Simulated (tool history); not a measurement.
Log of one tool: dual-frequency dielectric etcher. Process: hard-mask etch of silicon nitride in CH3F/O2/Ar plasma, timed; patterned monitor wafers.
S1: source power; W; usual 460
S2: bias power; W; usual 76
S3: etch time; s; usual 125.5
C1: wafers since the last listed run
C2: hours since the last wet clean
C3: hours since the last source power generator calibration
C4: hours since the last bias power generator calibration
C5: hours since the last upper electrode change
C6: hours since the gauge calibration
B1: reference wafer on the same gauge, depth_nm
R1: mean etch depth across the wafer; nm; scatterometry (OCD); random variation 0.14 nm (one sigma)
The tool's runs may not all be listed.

{"run": 1, "hour": 0.0, "S1": 380, "S2": 76, "S3": 125.5, "C1": 0, "C2": 393.6, "C3": 3958.3, "C4": 4165.3, "C5": 3173.9, "C6": 14.9, "B1": 99.0, "R1": 91.0}
{"run": 2, "hour": 12.2, "S1": 380, "S2": 76, "S3": 125.5, "C1": 124, "C2": 405.8, "C3": 3970.5, "C4": 4177.5, "C5": 3186.1, "C6": 27.1, "B1": 99.0, "R1": 90.8}
{"run": 3, "hour": 19.3, "S1": 380, "S2": 76, "S3": 125.5, "C1": 72, "C2": 412.9, "C3": 3977.6, "C4": 4184.6, "C5": 3193.2, "C6": 34.2, "B1": 99.0, "R1": 90.8}
{"run": 4, "hour": 26.8, "S1": 410, "S2": 76, "S3": 145.5, "C1": 76, "C2": 420.4, "C3": 3985.1, "C4": 4192.1, "C5": 3200.7, "C6": 41.7, "B1": 99.0, "R1": 108.8}
{"run": 5, "hour": 39.2, "S1": 410, "S2": 76, "S3": 145.5, "C1": 126, "C2": 432.8, "C3": 3997.5, "C4": 4204.5, "C5": 3213.1, "C6": 54.1, "B1": 99.0, "R1": 108.7}
{"run": 6, "hour": 50.7, "S1": 540, "S2": 76, "S3": 125.5, "C1": 117, "C2": 444.3, "C3": 4009.0, "C4": 4216.0, "C5": 3224.6, "C6": 65.6, "B1": 99.0, "R1": 104.1}
{"run": 7, "hour": 63.4, "S1": 540, "S2": 76, "S3": 125.5, "C1": 129, "C2": 457.0, "C3": 4021.7, "C4": 4228.7, "C5": 3237.3, "C6": 78.3, "B1": 99.0, "R1": 104.5}
{"hour": 98.1, "done": "upper electrode replaced"}
{"run": 8, "hour": 98.6, "S1": 540, "S2": 76, "S3": 125.5, "C1": 113, "C2": 492.2, "C3": 4056.9, "C4": 4263.9, "C5": 0.5, "C6": 113.5, "B1": 99.0, "R1": 104.7}
{"run": 9, "hour": 99.0, "S1": 430, "S2": 76, "S3": 125.5, "C1": 4, "C2": 492.6, "C3": 4057.3, "C4": 4264.3, "C5": 0.9, "C6": 113.9, "B1": 99.0, "R1": 95.8}
{"run": 10, "hour": 106.7, "S1": 430, "S2": 76, "S3": 125.5, "C1": 78, "C2": 500.3, "C3": 4065.0, "C4": 4272.0, "C5": 8.6, "C6": 121.6, "B1": 99.0, "R1": 95.8}
{"run": 11, "hour": 121.0, "S1": 460, "S2": 76, "S3": 125.5, "C1": 145, "C2": 514.6, "C3": 4079.3, "C4": 4286.3, "C5": 22.9, "C6": 135.9, "B1": 99.0, "R1": 98.4}
{"run": 12, "hour": 130.4, "S1": 460, "S2": 72, "S3": 125.5, "C1": 95, "C2": 524.0, "C3": 4088.7, "C4": 4295.7, "C5": 32.3, "C6": 145.3, "B1": 98.9, "R1": 97.6}
{"run": 13, "hour": 140.6, "S1": 510, "S2": 60, "S3": 104.0, "C1": 103, "C2": 534.2, "C3": 4098.9, "C4": 4305.9, "C5": 42.5, "C6": 155.5, "B1": 99.0, "R1": 80.9}
{"run": 14, "hour": 148.5, "S1": 380, "S2": 76, "S3": 125.5, "C1": 80, "C2": 542.1, "C3": 4106.8, "C4": 4313.8, "C5": 50.4, "C6": 163.4, "B1": 99.0, "R1": 91.7}
{"hour": 169.3, "done": "gauge calibrated"}
{"hour": 177.6, "done": "bias power generator calibrated"}
{"hour": 186.9, "done": "wet clean of the chamber"}
{"run": 15, "hour": 187.4, "S1": 550, "S2": 70, "S3": 113.0, "C1": 260, "C2": 0.5, "C3": 4145.7, "C4": 9.8, "C5": 89.3, "C6": 18.1, "B1": 98.9, "R1": 91.3}

Run 16 comes next. What will it give?
{"run": 16, "hour": 187.8, "S1": 460, "S2": 76, "S3": 157.0, "C1": 4, "C2": 0.9, "C3": 4146.1, "C4": 10.2, "C5": 89.7, "C6": 18.5, "B1": "?", "R1": "?"}

B1: 99.0
R1: 120.2 nm
Without the tool's hidden state the same run would have given R1 120.2 nm.
